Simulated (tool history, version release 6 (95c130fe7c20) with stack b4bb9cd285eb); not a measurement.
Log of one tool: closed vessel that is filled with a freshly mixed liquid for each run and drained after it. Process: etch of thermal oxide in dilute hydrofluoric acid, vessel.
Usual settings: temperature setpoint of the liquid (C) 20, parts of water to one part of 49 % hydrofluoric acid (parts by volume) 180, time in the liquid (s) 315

run	hour	temperature setpoint of the liquid (C)	parts of water to one part of 49 % hydrofluoric acid (parts by volume)	time in the liquid (s)	read-back film thickness of the thermal oxide reference wafer, read on the same gauge (nm)	thickness taken off the thermal oxide on a monitor wafer (angstrom)
1	0	20	180	315	90.01	57.3
2	14.9	20	180	315	89.99	57
3	22.3	18.5	180	315	90	53.5
4	35.2	18.5	180	315	90.03	52.8
5	49.2	18.5	180	315	90	53.3
6	58.1	18.5	215	315	90.04	43
7	73.6	23	180	255	89.99	51.3
8	85	22.5	215	445	90.01	71.4
9	100.6	17	255	480	89.99	50.3
10	108	21.5	180	315	89.96	60.3
11	114.1	20	180	170	89.99	30.5
12	128.4	20	180	430	89.98	77.5
13	134.8	18.5	180	315	90	53.6
14	143.2	20	180	185	89.98	33.3

Taken out of this log: 3 entries between the listed runs. Where each belongs, and how the hidden state differs across it:
Between runs 5 and 6: hydrofluoric acid flow meter replaced (hour 57.7)
  no hidden state differs between the two runs
Between runs 7 and 8: thermometer replaced (hour 81.7); gauge calibrated (hour 82.3)
  no hidden state differs between the two runs
